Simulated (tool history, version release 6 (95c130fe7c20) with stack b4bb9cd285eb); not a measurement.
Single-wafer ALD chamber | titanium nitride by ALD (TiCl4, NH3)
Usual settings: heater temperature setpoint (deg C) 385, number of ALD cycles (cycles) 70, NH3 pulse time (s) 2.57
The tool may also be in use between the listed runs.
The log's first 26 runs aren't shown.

run,hour,heater temperature setpoint (deg C),number of ALD cycles (cycles),NH3 pulse time (s),"read-back reference wafer on the same gauge, thickness_nm",mean film thickness on the monitor wafer (Å)
27,784.1,374,57,2.16,1.790,12.52
28,809.5,385,70,2.57,1.785,15.67
29,836.2,396,58,3.31,1.786,13.08
30,860.4,379,80,2.21,1.790,17.71
31,887.4,385,76,1.91,1.785,16.75
32,904.9,397,70,2.06,1.788,15.61
33,927.0,377,70,2.04,1.787,15.36
34,945.8,397,78,2.01,1.784,17.43
35,980.3,385,70,3.08,1.782,15.66
36,993.1,395,70,3.31,1.785,15.75

3 ways to go on from here, each from the tool as it stands after run 36. What would each give?
A,993.7,385,70,2.57,?,?
B,993.7,385,70,1.68,?,?
C,993.7,392,70,3.25,?,?

run,"read-back reference wafer on the same gauge, thickness_nm",mean film thickness on the monitor wafer (Å)
A,1.782,15.55
B,1.782,15.34
C,1.782,15.72
Without the tool's hidden state the same runs would have given:
run,mean film thickness on the monitor wafer (Å)
A,15.70
B,15.49
C,15.87
